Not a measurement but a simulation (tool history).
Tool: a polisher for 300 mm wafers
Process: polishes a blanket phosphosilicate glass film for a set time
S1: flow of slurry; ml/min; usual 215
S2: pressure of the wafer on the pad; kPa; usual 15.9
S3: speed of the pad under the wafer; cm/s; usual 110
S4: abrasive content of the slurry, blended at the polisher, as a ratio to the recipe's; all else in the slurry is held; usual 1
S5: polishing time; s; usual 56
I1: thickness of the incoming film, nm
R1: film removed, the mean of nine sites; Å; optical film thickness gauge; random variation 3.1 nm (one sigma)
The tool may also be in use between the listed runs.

| run | hour | S1 | S2 | S3 | S4 | S5 | I1 | R1 |
|---|---|---|---|---|---|---|---|---|
| 1 | 0 | 215 | 15.9 | 110 | 1 | 56 | 3831.9 | 3218 |
| 2 | 24 | 215 | 15.9 | 110 | 1 | 56 | 3939.5 | 3214 |
| 3 | 56.7 | 215 | 15.9 | 110 | 1 | 56 | 3985.1 | 3126 |
|  | 64.5 | worn pad replaced by a new one |
| 4 | 88 | 215 | 15.9 | 110 | 1 | 56 | 3861.9 | 3387 |
|  | 125.9 | conditioning disc replaced and pad reconditioned |
|  | 174.2 | worn pad replaced by a new one |
| 5 | 179 | 215 | 15.9 | 110 | 1 | 56 | 3878.4 | 3552 |
| 6 | 198.2 | 215 | 15.9 | 110 | 1 | 56 | 3886.4 | 3416 |
| 7 | 230.6 | 215 | 15.9 | 110 | 1 | 56 | 3821.2 | 3250 |
|  | 233.5 | slurry nozzle cleaned |
|  | 258 | slurry blender recalibrated |
| 8 | 258.5 | 215 | 15.9 | 110 | 1 | 56 | 3887.3 | 3197 |
| 9 | 281.3 | 215 | 15.9 | 110 | 1 | 56 | 3843.1 | 3189 |
|  | 288.2 | worn pad replaced by a new one |
|  | 292 | conditioning disc replaced and pad reconditioned |
|  | 304.6 | head pressure recalibrated |
| 10 | 312.7 | 215 | 15.9 | 110 | 1 | 56 | 3844.8 | 3285 |
| 11 | 325.1 | 150 | 17.2 | 80 | 1 | 56 | 3873.8 | 2866 |
| 12 | 358.6 | 215 | 15.9 | 110 | 0.85 | 45 | 3862 | 2507 |
| 13 | 378.4 | 215 | 11.7 | 128 | 1.25 | 61 | 3845 | 2938 |
|  | 399.2 | worn pad replaced by a new one |
| 14 | 400.2 | 155 | 15.9 | 122 | 1 | 39 | 3951.4 | 2477 |
| 15 | 412.5 | 215 | 15.9 | 144 | 1 | 56 | 3884.1 | 4025 |
| 16 | 427.7 | 215 | 15.9 | 110 | 1 | 56 | 3855.4 | 3326 |
| 17 | 445.9 | 150 | 17.2 | 80 | 1 | 56 | 3863.7 | 2804 |
|  | 468.3 | conditioning disc replaced and pad reconditioned |
| 18 | 473.4 | 215 | 20 | 110 | 1.15 | 56 | 3856.3 | 4149 |
|  | 498.1 | worn pad replaced by a new one |
| 19 | 498.6 | 145 | 15.9 | 110 | 1.1 | 63 | 3895.1 | 3820 |

What the log doesn't show, run by run:
slurry flow missing at the pad, %: 0 in every run
deviation of the head's pressure from its setpoint, %: 0 in every run
abrasive missing from the slurry, %: 0 in every run
time polished since the conditioner stopped cutting, s: 0 in every run
H1: removal rate lost through wear of the pad, %
| run | H1 |
|---|---|
| 1 | 10.3 |
| 2 | 11.5 |
| 3 | 12.3 |
| 4 | 5.73 |
| 5 | 2.13 |
| 6 | 5.86 |
| 7 | 9.02 |
| 8 | 10.2 |
| 9 | 10.7 |
| 10 | 6.52 |
| 11 | 8.05 |
| 12 | 10.3 |
| 13 | 10.9 |
| 14 | 2.08 |
| 15 | 4.97 |
| 16 | 7.43 |
| 17 | 9.29 |
| 18 | 10.8 |
| 19 | 1.22 |
